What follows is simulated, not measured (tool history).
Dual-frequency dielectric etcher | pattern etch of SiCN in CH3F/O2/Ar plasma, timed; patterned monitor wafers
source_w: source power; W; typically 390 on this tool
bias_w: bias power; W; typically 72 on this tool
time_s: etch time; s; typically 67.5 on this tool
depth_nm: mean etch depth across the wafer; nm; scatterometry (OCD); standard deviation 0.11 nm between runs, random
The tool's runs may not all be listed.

run	hour	source_w	bias_w	time_s	read-back reference wafer on the same gauge, depth_nm	depth_nm
1	0.0	390	72	67.5	17.78	22.13
2	156.1	390	72	67.5	17.78	21.82
3	207.5	390	72	67.5	17.81	21.49
4	266.9	390	72	67.5	17.77	21.48
5	326.1	390	72	67.5	17.79	21.55
6	368.0	390	72	67.5	17.80	21.49
# hour 444.9: wet clean of the chamber
7	445.4	390	72	67.5	17.80	21.89
8	476.0	390	72	67.5	17.80	21.95
# hour 508.6: gauge calibrated
9	536.9	390	72	67.5	17.79	21.84
10	584.3	470	72	67.5	17.79	23.69
11	615.6	470	72	67.5	17.82	23.56
12	678.6	330	72	67.5	17.78	19.94
13	729.2	390	62	81.0	17.76	24.39
# hour 744.7: bias power generator calibrated
14	771.4	320	72	78.5	17.79	22.44
15	799.0	390	72	67.5	17.80	21.34
16	864.5	390	72	48.0	17.78	15.08
# hour 900.4: upper electrode replaced
17	919.8	340	54	52.0	17.83	13.96
# hour 946.3: wet clean of the chamber
18	946.8	390	72	67.5	17.80	21.97
19	984.1	390	72	67.5	17.78	22.03
# hour 996.6: source power generator calibrated
20	1103.0	390	84	53.5	17.81	18.30
21	1160.9	390	72	67.5	17.84	21.76
22	1202.7	310	86	53.0	17.81	16.15
23	1263.5	330	81	54.0	17.84	16.58

Exercise: give the hidden state of the tool at every run:
source power that arrives over what is set, %: 0 in every run
bias power that arrives over what is set, %: 0 in every run
gauge reads high (%): 0 in every run
H1: etch rate over this chamber's usual, %
run	H1
1	-0.486
2	-1.78
3	-2.21
4	-2.71
5	-3.2
6	-3.55
7	-1.01
8	-1.26
9	-1.77
10	-2.16
11	-2.42
12	-2.94
13	-3.37
14	-3.72
15	-3.95
16	-4.49
17	-4.95
18	-0.372
19	-0.682
20	-1.67
21	-2.15
22	-2.5
23	-3.01
